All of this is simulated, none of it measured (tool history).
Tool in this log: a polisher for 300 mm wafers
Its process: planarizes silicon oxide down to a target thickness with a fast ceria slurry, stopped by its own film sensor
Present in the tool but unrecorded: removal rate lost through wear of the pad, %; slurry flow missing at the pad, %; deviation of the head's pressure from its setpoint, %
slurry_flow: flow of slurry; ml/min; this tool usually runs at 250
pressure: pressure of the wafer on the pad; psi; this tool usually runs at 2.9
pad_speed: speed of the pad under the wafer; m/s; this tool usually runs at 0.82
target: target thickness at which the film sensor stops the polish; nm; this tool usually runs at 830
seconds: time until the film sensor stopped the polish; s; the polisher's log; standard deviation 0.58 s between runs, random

run,day,slurry_flow,pressure,pad_speed,target,wafers since the last listed run,wafers polished on this pad,hours since the slurry nozzle was cleaned,hours since the head pressure was calibrated,"incoming thickness of the incoming film, nm",seconds
1,0.000,250,2.9,0.82,988,0,358,335.3,385.4,1482.9,39.5
2,2.021,250,2.9,0.82,830,475,834,383.8,433.9,1485.8,52.9
# day 3.854: worn pad replaced by a new one
3,4.992,250,2.9,0.82,830,660,268,455.1,505.2,1458.6,50.9
4,6.112,250,2.9,0.82,830,263,532,482.0,532.1,1474.3,52.9
# day 8.867: worn pad replaced by a new one
5,8.946,250,2.9,0.82,830,627,18,550.0,600.1,1470.2,53.9
6,10.396,250,2.9,0.82,830,341,360,584.8,634.9,1464.4,52.0
7,12.112,250,2.9,0.92,830,404,764,626.0,676.1,1450.4,47.4
8,13.725,250,2.9,0.92,830,379,1143,664.7,714.8,1495.4,50.6
# day 14.333: slurry nozzle cleaned
# day 14.783: worn pad replaced by a new one
9,16.417,250,2.1,1.08,972,584,384,50.0,779.4,1505.2,44.3
10,18.492,175,2.9,0.94,830,488,872,99.8,829.2,1482.8,48.9
11,20.404,250,2.9,0.82,830,450,1322,145.7,875.1,1455.7,50.2
# day 20.879: worn pad replaced by a new one
# day 21.162: head pressure recalibrated
12,22.067,250,2.9,1.06,830,332,259,185.6,21.7,1498.6,41.5
13,24.096,250,2.9,0.68,830,477,737,234.3,70.4,1489.4,62.5
14,25.454,250,2.5,0.82,830,319,1057,266.9,103.0,1488.2,60.1
15,26.592,250,2.5,1.00,736,267,1325,294.2,130.3,1477.0,57.8
# day 26.892: worn pad replaced by a new one
16,29.112,250,2.9,0.74,830,554,522,354.7,190.8,1493.5,58.2

5 options for the next run, each taken on its own from the tool as it stands now. Forecast them:
A,29.129,250,2.9,0.82,830,3,526,355.1,191.2,1503.6,?
B,29.129,250,3.2,0.82,830,3,526,355.1,191.2,1503.6,?
C,29.129,250,2.9,0.82,919,3,526,355.1,191.2,1503.6,?
D,29.129,285,2.4,1.04,901,3,526,355.1,191.2,1503.6,?
E,29.129,330,2.3,0.62,964,3,526,355.1,191.2,1503.6,?

run,seconds
A,54.1
B,49.5
C,46.9
D,45.1
E,66.3
Without the tool's unlogged condition, the same runs would have read:
run,seconds
A,52.1
B,47.6
C,45.2
D,43.7
E,64.4
